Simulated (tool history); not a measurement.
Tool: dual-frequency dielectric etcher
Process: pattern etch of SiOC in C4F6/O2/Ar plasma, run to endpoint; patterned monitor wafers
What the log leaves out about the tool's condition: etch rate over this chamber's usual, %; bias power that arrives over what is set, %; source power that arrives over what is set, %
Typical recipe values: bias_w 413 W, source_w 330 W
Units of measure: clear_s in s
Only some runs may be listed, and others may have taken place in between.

| run | hour | bias_w | source_w | wafers since the last listed run | hours since the last wet clean | hours since the last bias power generator calibration | hours since the last source power generator calibration | hours since the last upper electrode change | incoming incoming film thickness, nm | clear_s |
|---|---|---|---|---|---|---|---|---|---|---|
| 1 | 0 | 373 | 330 | 0 | 303.6 | 2138.5 | 873.9 | 4856.3 | 31.18 | 13.9 |
| 2 | 53.7 | 373 | 330 | 897 | 357.3 | 2192.2 | 927.6 | 4910 | 30.96 | 13.4 |
| 3 | 127.3 | 373 | 330 | 1229 | 430.9 | 2265.8 | 1001.2 | 4983.6 | 31.03 | 13.4 |
|  | 218.2 | wet clean of the chamber |
| 4 | 218.7 | 375 | 330 | 1125 | 0.5 | 2357.2 | 1092.6 | 5075 | 30.87 | 13.9 |
| 5 | 281.6 | 374 | 380 | 1050 | 63.4 | 2420.1 | 1155.5 | 5137.9 | 31.03 | 13.1 |
| 6 | 359.1 | 374 | 380 | 1294 | 140.9 | 2497.6 | 1233 | 5215.4 | 31.09 | 12.8 |
| 7 | 402.1 | 374 | 380 | 718 | 183.9 | 2540.6 | 1276 | 5258.4 | 31.2 | 12.7 |
| 8 | 454.2 | 413 | 290 | 870 | 236 | 2592.7 | 1328.1 | 5310.5 | 31.2 | 14 |
| 9 | 557.9 | 413 | 270 | 1732 | 339.7 | 2696.4 | 1431.8 | 5414.2 | 30.84 | 14.4 |
|  | 651.4 | wet clean of the chamber |
| 10 | 689.7 | 413 | 330 | 1800 | 38.3 | 2828.2 | 1563.6 | 5546 | 31.25 | 13.8 |
|  | 700.8 | source power generator calibrated |
| 11 | 785.4 | 413 | 330 | 1531 | 134 | 2923.9 | 84.6 | 5641.7 | 31.16 | 13.4 |
| 12 | 847.6 | 413 | 330 | 1039 | 196.2 | 2986.1 | 146.8 | 5703.9 | 31.43 | 13.5 |
| 13 | 904.4 | 413 | 330 | 948 | 253 | 3042.9 | 203.6 | 5760.7 | 31.28 | 13.4 |
|  | 941.1 | bias power generator calibrated |
| 14 | 980.1 | 496 | 370 | 1197 | 328.7 | 39 | 279.3 | 5836.4 | 31.04 | 11.7 |
| 15 | 1044.9 | 413 | 330 | 1082 | 393.5 | 103.8 | 344.1 | 5901.2 | 31 | 13 |
| 16 | 1100.3 | 480 | 360 | 925 | 448.9 | 159.2 | 399.5 | 5956.6 | 31.03 | 11.8 |
|  | 1173.5 | wet clean of the chamber |
| 17 | 1174 | 358 | 330 | 830 | 0.5 | 232.9 | 473.2 | 6030.3 | 31.1 | 14.3 |
| 18 | 1236.6 | 454 | 330 | 1045 | 63.1 | 295.5 | 535.8 | 6092.9 | 30.74 | 12.7 |
| 19 | 1320.8 | 413 | 330 | 1406 | 147.3 | 379.7 | 620 | 6177.1 | 30.93 | 13.4 |
|  | 1407 | upper electrode replaced |
| 20 | 1407.5 | 413 | 330 | 1047 | 234 | 466.4 | 706.7 | 0.5 | 31.03 | 13.5 |
| 21 | 1463.4 | 489 | 350 | 933 | 289.9 | 522.3 | 762.6 | 56.4 | 31.22 | 12.1 |
| 22 | 1548.8 | 413 | 330 | 1426 | 375.3 | 607.7 | 848 | 141.8 | 31.15 | 13.1 |
| 23 | 1621.9 | 443 | 300 | 1221 | 448.4 | 680.8 | 921.1 | 214.9 | 31.16 | 13.2 |
| 24 | 1684.9 | 360 | 270 | 1052 | 511.4 | 743.8 | 984.1 | 277.9 | 31.13 | 14.9 |
|  | 1722.2 | wet clean of the chamber |
| 25 | 1726.7 | 317 | 280 | 297 | 4.5 | 785.6 | 1025.9 | 319.7 | 31 | 15.9 |
| 26 | 1796.4 | 511 | 270 | 1164 | 74.2 | 855.3 | 1095.6 | 389.4 | 31.05 | 14 |
| 27 | 1834.4 | 413 | 390 | 634 | 112.2 | 893.3 | 1133.6 | 427.4 | 31.02 | 12.5 |

Alternative continuations, all from the tool just after run 27; predict every row:
| A | 1834.8 | 413 | 330 | 6 | 112.6 | 893.7 | 1134 | 427.8 | 30.69 | ? |
| B | 1834.8 | 494 | 370 | 6 | 112.6 | 893.7 | 1134 | 427.8 | 30.69 | ? |
| C | 1834.8 | 387 | 330 | 6 | 112.6 | 893.7 | 1134 | 427.8 | 30.69 | ? |
| D | 1834.8 | 312 | 330 | 6 | 112.6 | 893.7 | 1134 | 427.8 | 30.69 | ? |
| E | 1834.8 | 491 | 270 | 6 | 112.6 | 893.7 | 1134 | 427.8 | 30.69 | ? |

| run | clear_s |
|---|---|
| A | 13.4 |
| B | 11.9 |
| C | 13.7 |
| D | 14.7 |
| E | 13.9 |
Had the tool no hidden state, the same runs would have come out as:
| run | clear_s |
|---|---|
| A | 13.5 |
| B | 12.1 |
| C | 13.8 |
| D | 14.9 |
| E | 14 |
